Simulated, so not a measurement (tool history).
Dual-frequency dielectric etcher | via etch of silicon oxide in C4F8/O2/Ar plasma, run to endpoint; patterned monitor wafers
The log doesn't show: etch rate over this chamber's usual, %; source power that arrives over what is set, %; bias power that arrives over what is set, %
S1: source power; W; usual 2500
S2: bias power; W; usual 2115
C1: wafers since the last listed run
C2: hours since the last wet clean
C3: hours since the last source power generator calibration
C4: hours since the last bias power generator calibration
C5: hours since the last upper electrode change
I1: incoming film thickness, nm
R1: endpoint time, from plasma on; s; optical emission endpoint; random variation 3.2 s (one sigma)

| run | hour | S1 | S2 | C1 | C2 | C3 | C4 | C5 | I1 | R1 |
|---|---|---|---|---|---|---|---|---|---|---|
| 1 | 0 | 2500 | 2115 | 0 | 388.6 | 2825.8 | 1140.5 | 3830.5 | 2167.3 | 404.9 |
| 2 | 66.7 | 2500 | 2115 | 192 | 455.3 | 2892.5 | 1207.2 | 3897.2 | 2147.9 | 406 |
|  | 127 | wet clean of the chamber |
| 3 | 149 | 2500 | 2115 | 168 | 22 | 2974.8 | 1289.5 | 3979.5 | 2142.7 | 389.6 |
| 4 | 190.3 | 2500 | 2115 | 119 | 63.3 | 3016.1 | 1330.8 | 4020.8 | 2162.4 | 391.3 |
| 5 | 296.2 | 2500 | 2115 | 305 | 169.2 | 3122 | 1436.7 | 4126.7 | 2149.4 | 394.2 |
| 6 | 351.5 | 2260 | 2115 | 159 | 224.5 | 3177.3 | 1492 | 4182 | 2167.1 | 417.1 |
| 7 | 437.8 | 2260 | 2115 | 249 | 310.8 | 3263.6 | 1578.3 | 4268.3 | 2173.3 | 420.3 |
| 8 | 504.5 | 2260 | 2115 | 192 | 377.5 | 3330.3 | 1645 | 4335 | 2168.5 | 424 |
| 9 | 559.9 | 2500 | 2115 | 160 | 432.9 | 3385.7 | 1700.4 | 4390.4 | 2145.4 | 407.2 |
|  | 591 | wet clean of the chamber |
|  | 597.6 | source power generator calibrated |
| 10 | 607.5 | 2500 | 2115 | 56 | 16.5 | 9.9 | 1748 | 4438 | 2149.6 | 378.3 |
| 11 | 648.9 | 2500 | 2393 | 119 | 57.9 | 51.3 | 1789.4 | 4479.4 | 2158.5 | 370.4 |
| 12 | 829.4 | 2340 | 2406 | 521 | 238.4 | 231.8 | 1969.9 | 4659.9 | 2182.6 | 393.8 |
|  | 929.1 | bias power generator calibrated |
| 13 | 934.5 | 2500 | 2115 | 292 | 343.5 | 336.9 | 5.4 | 4765 | 2163 | 397.4 |
| 14 | 975.1 | 2500 | 2115 | 117 | 384.1 | 377.5 | 46 | 4805.6 | 2152.5 | 402.2 |
| 15 | 1033.8 | 2830 | 2115 | 169 | 442.8 | 436.2 | 104.7 | 4864.3 | 2161.1 | 386.7 |
|  | 1108 | wet clean of the chamber |
|  | 1146.5 | upper electrode replaced |
| 16 | 1147 | 2500 | 2115 | 188 | 39 | 549.4 | 217.9 | 0.5 | 2161.2 | 392.4 |
| 17 | 1186.2 | 2320 | 2500 | 113 | 78.2 | 588.6 | 257.1 | 39.7 | 2149.5 | 379.7 |
| 18 | 1301.2 | 2500 | 1769 | 332 | 193.2 | 703.6 | 372.1 | 154.7 | 2162.2 | 424.4 |
| 19 | 1383.1 | 2110 | 2303 | 236 | 275.1 | 785.5 | 454 | 236.6 | 2176.2 | 415.2 |
| 20 | 1478.3 | 3070 | 2115 | 275 | 370.3 | 880.7 | 549.2 | 331.8 | 2167.3 | 381 |

Forecast each of these 5 alternatives for the next run:
| A | 1478.8 | 2500 | 2115 | 1 | 370.8 | 881.2 | 549.7 | 332.3 | 2172.4 | ? |
| B | 1478.8 | 2970 | 2587 | 1 | 370.8 | 881.2 | 549.7 | 332.3 | 2172.4 | ? |
| C | 1478.8 | 2500 | 2355 | 1 | 370.8 | 881.2 | 549.7 | 332.3 | 2172.4 | ? |
| D | 1478.8 | 3100 | 2389 | 1 | 370.8 | 881.2 | 549.7 | 332.3 | 2172.4 | ? |
| E | 1478.8 | 2320 | 2378 | 1 | 370.8 | 881.2 | 549.7 | 332.3 | 2172.4 | ? |

| run | R1 |
|---|---|
| A | 411.5 |
| B | 364 |
| C | 398.6 |
| D | 367 |
| E | 408.2 |
Without the tool's hidden state the same runs would have given:
| run | R1 |
|---|---|
| A | 391.2 |
| B | 346.1 |
| C | 378.9 |
| D | 348.9 |
| E | 388 |
